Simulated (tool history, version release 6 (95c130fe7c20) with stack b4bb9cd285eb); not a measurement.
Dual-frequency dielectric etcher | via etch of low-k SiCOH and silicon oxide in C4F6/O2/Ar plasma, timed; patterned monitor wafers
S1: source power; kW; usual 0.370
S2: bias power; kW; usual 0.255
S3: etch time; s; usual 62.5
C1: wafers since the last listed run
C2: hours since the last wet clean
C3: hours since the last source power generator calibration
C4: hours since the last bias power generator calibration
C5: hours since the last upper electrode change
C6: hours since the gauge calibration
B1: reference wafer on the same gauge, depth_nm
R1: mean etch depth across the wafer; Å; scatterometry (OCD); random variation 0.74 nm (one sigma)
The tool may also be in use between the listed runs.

run 1 hour=0.0 | S1=0.430 S2=0.255 S3=73.0 | C1=0 C2=179.7 C3=2395.4 C4=4251.4 C5=5006.7 C6=174.7 | B1=146.8 | R1=1869
run 2 hour=28.6 | S1=0.430 S2=0.255 S3=73.0 | C1=189 C2=208.3 C3=2424.0 C4=4280.0 C5=5035.3 C6=203.3 | B1=147.0 | R1=1879
run 3 hour=61.0 | S1=0.370 S2=0.294 S3=73.5 | C1=214 C2=240.7 C3=2456.4 C4=4312.4 C5=5067.7 C6=235.7 | B1=146.9 | R1=1882
run 4 hour=79.3 | S1=0.370 S2=0.294 S3=73.5 | C1=121 C2=259.0 C3=2474.7 C4=4330.7 C5=5086.0 C6=254.0 | B1=147.0 | R1=1892
run 5 hour=107.2 | S1=0.370 S2=0.294 S3=73.5 | C1=184 C2=286.9 C3=2502.6 C4=4358.6 C5=5113.9 C6=281.9 | B1=147.1 | R1=1902
run 6 hour=137.4 | S1=0.370 S2=0.255 S3=62.5 | C1=199 C2=317.1 C3=2532.8 C4=4388.8 C5=5144.1 C6=312.1 | B1=147.3 | R1=1522
run 7 hour=170.2 | S1=0.370 S2=0.255 S3=62.5 | C1=217 C2=349.9 C3=2565.6 C4=4421.6 C5=5176.9 C6=344.9 | B1=146.9 | R1=1510
run 8 hour=189.4 | S1=0.370 S2=0.255 S3=62.5 | C1=127 C2=369.1 C3=2584.8 C4=4440.8 C5=5196.1 C6=364.1 | B1=146.9 | R1=1514
-- hour=223.7 source power generator calibrated
run 9 hour=224.2 | S1=0.370 S2=0.255 S3=53.0 | C1=203 C2=403.9 C3=0.5 C4=4475.6 C5=5230.9 C6=398.9 | B1=147.2 | R1=1278
run 10 hour=253.6 | S1=0.370 S2=0.255 S3=53.0 | C1=194 C2=433.3 C3=29.9 C4=4505.0 C5=5260.3 C6=428.3 | B1=147.0 | R1=1285
-- hour=296.9 gauge calibrated
-- hour=303.4 bias power generator calibrated
run 11 hour=303.9 | S1=0.370 S2=0.255 S3=62.5 | C1=306 C2=483.6 C3=80.2 C4=0.5 C5=5310.6 C6=7.0 | B1=147.0 | R1=1498
run 12 hour=318.3 | S1=0.370 S2=0.307 S3=62.5 | C1=95 C2=498.0 C3=94.6 C4=14.9 C5=5325.0 C6=21.4 | B1=147.0 | R1=1595
-- hour=347.9 upper electrode replaced
-- hour=427.0 wet clean of the chamber
run 13 hour=427.5 | S1=0.290 S2=0.307 S3=62.5 | C1=404 C2=0.5 C3=203.8 C4=124.1 C5=79.6 C6=130.6 | B1=146.9 | R1=1539
run 14 hour=438.0 | S1=0.430 S2=0.303 S3=73.0 | C1=69 C2=11.0 C3=214.3 C4=134.6 C5=90.1 C6=141.1 | B1=147.0 | R1=2036
run 15 hour=472.4 | S1=0.350 S2=0.296 S3=81.5 | C1=227 C2=45.4 C3=248.7 C4=169.0 C5=124.5 C6=175.5 | B1=147.1 | R1=2101
run 16 hour=485.4 | S1=0.370 S2=0.255 S3=62.5 | C1=86 C2=58.4 C3=261.7 C4=182.0 C5=137.5 C6=188.5 | B1=147.1 | R1=1554

Run 17 comes next. What will it give?
run 17 hour=498.4 | S1=0.410 S2=0.255 S3=70.5 | C1=86 C2=71.4 C3=274.7 C4=195.0 C5=150.5 C6=201.5 | B1=? | R1=?

{"run 17": {"B1": 147.2, "R1": 1794}}
Without the tool's hidden state the same run would have given R1 1806 Å.

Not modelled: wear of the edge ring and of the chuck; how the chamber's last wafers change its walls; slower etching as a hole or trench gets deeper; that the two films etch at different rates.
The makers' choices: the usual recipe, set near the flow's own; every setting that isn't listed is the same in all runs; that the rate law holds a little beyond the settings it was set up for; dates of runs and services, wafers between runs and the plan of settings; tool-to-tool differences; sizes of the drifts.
